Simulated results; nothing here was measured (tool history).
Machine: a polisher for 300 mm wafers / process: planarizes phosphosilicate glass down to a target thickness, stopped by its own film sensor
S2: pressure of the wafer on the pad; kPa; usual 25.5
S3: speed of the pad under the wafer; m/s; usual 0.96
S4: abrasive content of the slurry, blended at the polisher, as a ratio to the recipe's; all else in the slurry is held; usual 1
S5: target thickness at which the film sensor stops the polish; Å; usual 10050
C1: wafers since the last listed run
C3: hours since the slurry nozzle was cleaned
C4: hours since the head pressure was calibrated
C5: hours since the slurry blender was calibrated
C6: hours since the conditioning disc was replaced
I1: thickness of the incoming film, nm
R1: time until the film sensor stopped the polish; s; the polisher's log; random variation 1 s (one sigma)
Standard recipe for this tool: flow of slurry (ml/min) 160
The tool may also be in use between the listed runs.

Run 1, hour 0: usual settings; C1 0; wafers polished on this pad 1530; C3 234.1; C4 129.5; C5 198.4; C6 32; I1 1888.9. Result: R1 106.3 s.
Run 2, hour 41.9: usual settings; C1 502; wafers polished on this pad 2032; C3 276; C4 171.4; C5 240.3; C6 73.9; I1 1869.3. Result: R1 105.5 s.
Run 3, hour 90.3: usual settings but flow of slurry (ml/min) 140, S3 1.14 m/s; C1 580; wafers polished on this pad 2612; C3 324.4; C4 219.8; C5 288.7; C6 122.3; I1 1858.1. Result: R1 91.9 s.
Run 4, hour 142.3: usual settings but flow of slurry (ml/min) 140, S3 1.14 m/s; C1 623; wafers polished on this pad 3236; C3 376.4; C4 271.8; C5 340.7; C6 174.3; I1 1867.5. Result: R1 92.4 s.
Run 5, hour 184.7: usual settings; C1 508; wafers polished on this pad 3744; C3 418.8; C4 314.2; C5 383.1; C6 216.7; I1 1865.5. Result: R1 104.2 s.
At hour 200.7: slurry nozzle cleaned.
Run 6, hour 213.1: usual settings; C1 328; wafers polished on this pad 4073; C3 12.4; C4 342.6; C5 411.5; C6 245.1; I1 1869.6. Result: R1 106.5 s.
Run 7, hour 269.6: usual settings; C1 677; wafers polished on this pad 4750; C3 68.9; C4 399.1; C5 468; C6 301.6; I1 1888.7. Result: R1 107.1 s.
At hour 286.1: worn pad replaced by a new one.
At hour 302.2: slurry blender recalibrated.
At hour 303.9: conditioning disc replaced and pad reconditioned.
Run 8, hour 339.3: usual settings but S3 1.14 m/s, S5 11570 Å; C1 742; wafers polished on this pad 593; C3 138.6; C4 468.8; C5 37.1; C6 35.4; I1 1866.6. Result: R1 77.6 s.
Run 9, hour 392.2: usual settings but S2 18.6 kPa, S4 1.3, S5 7460 Å; C1 634; wafers polished on this pad 1227; C3 191.5; C4 521.7; C5 90; C6 88.3; I1 1891.4. Result: R1 174.3 s.
Run 10, hour 475.1: usual settings but S2 27.6 kPa, S5 11230 Å; C1 993; wafers polished on this pad 2221; C3 274.4; C4 604.6; C5 172.9; C6 171.2; I1 1883.9. Result: R1 89.1 s.
At hour 516.4: head pressure recalibrated.
Run 11, hour 540.3: usual settings but flow of slurry (ml/min) 120, S3 1.06 m/s, S5 8090 Å; C1 757; wafers polished on this pad 2979; C3 339.6; C4 23.9; C5 238.1; C6 236.4; I1 1857.3. Result: R1 121.2 s.
Run 12, hour 567.3: usual settings; C1 323; wafers polished on this pad 3303; C3 366.6; C4 50.9; C5 265.1; C6 263.4; I1 1878. Result: R1 105.7 s.
Run 13, hour 593.1: usual settings but S3 0.76 m/s, S4 1.25; C1 309; wafers polished on this pad 3612; C3 392.4; C4 76.7; C5 290.9; C6 289.2; I1 1878. Result: R1 112.2 s.
At hour 599.5: slurry nozzle cleaned.
At hour 625.8: worn pad replaced by a new one.
Run 14, hour 654: usual settings but S2 23.4 kPa, S4 0.8; C1 670; wafers polished on this pad 338; C3 54.5; C4 137.6; C5 351.8; C6 350.1; I1 1860.1. Result: R1 127.2 s.
At hour 670.9: conditioning disc replaced and pad reconditioned.
Run 15, hour 714.4: usual settings; C1 700; wafers polished on this pad 1038; C3 114.9; C4 198; C5 412.2; C6 43.5; I1 1847.4. Result: R1 101.2 s.
Run 16, hour 769.9: usual settings but S3 1.06 m/s; C1 665; wafers polished on this pad 1704; C3 170.4; C4 253.5; C5 467.7; C6 99; I1 1859.1. Result: R1 96.5 s.
At hour 798.8: slurry blender recalibrated.
Run 17, hour 843.7: usual settings but S2 17.2 kPa, S4 0.85; C1 860; wafers polished on this pad 2565; C3 244.2; C4 327.3; C5 44.9; C6 172.8; I1 1882.4. Result: R1 171.4 s.
Run 18, hour 885: usual settings but flow of slurry (ml/min) 135, S2 31.7 kPa, S3 0.78 m/s, S4 0.8; C1 495; wafers polished on this pad 3060; C3 285.5; C4 368.6; C5 86.2; C6 214.1; I1 1841.1. Result: R1 113.2 s.
Run 19, hour 938.8: usual settings; C1 645; wafers polished on this pad 3705; C3 339.3; C4 422.4; C5 140; C6 267.9; I1 1851.6. Result: R1 103.4 s.
Run 20, hour 984.2: usual settings but flow of slurry (ml/min) 210, S2 33.1 kPa; C1 544; wafers polished on this pad 4249; C3 384.7; C4 467.8; C5 185.4; C6 313.3; I1 1853.5. Result: R1 76.2 s.
At hour 990.2: slurry nozzle cleaned.
At hour 1018.2: worn pad replaced by a new one.
Run 21, hour 1044.3: usual settings but S5 12110 Å; C1 660; wafers polished on this pad 313; C3 54.1; C4 527.9; C5 245.5; C6 373.4; I1 1854.2. Result: R1 81 s.
At hour 1086.6: conditioning disc replaced and pad reconditioned.
Run 22, hour 1110.7: usual settings but S2 33.8 kPa, S4 1.25; C1 772; wafers polished on this pad 1085; C3 120.5; C4 594.3; C5 311.9; C6 24.1; I1 1872.5. Result: R1 74.5 s.
Run 23, hour 1165.6: usual settings but S3 0.84 m/s, S5 12070 Å; C1 658; wafers polished on this pad 1743; C3 175.4; C4 649.2; C5 366.8; C6 79; I1 1885.8. Result: R1 95.2 s.
Run 24, hour 1219.2: usual settings; C1 642; wafers polished on this pad 2386; C3 229; C4 702.8; C5 420.4; C6 132.6; I1 1859.9. Result: R1 111.5 s.

Run by run, hidden condition taken away, random variation retained:
The tool's hidden condition here consists of: removal rate lost through wear of the pad, %; slurry flow missing at the pad, %; deviation of the head's pressure from its setpoint, %; abrasive missing from the slurry, %; time polished since the conditioner stopped cutting, s.
run     R1
  1  106.5
  2  105.4
  3   91.6
  4   91.7
  5    103
  6  104.8
  7  104.7
  8   75.1
  9  167.2
 10   84.1
 11  121.7
 12  106.1
 13  112.5
 14  127.3
 15  100.9
 16   95.9
 17    169
 18    111
 19  100.7
 20   73.7
 21   77.5
 22   70.4
 23   88.8
 24  102.7

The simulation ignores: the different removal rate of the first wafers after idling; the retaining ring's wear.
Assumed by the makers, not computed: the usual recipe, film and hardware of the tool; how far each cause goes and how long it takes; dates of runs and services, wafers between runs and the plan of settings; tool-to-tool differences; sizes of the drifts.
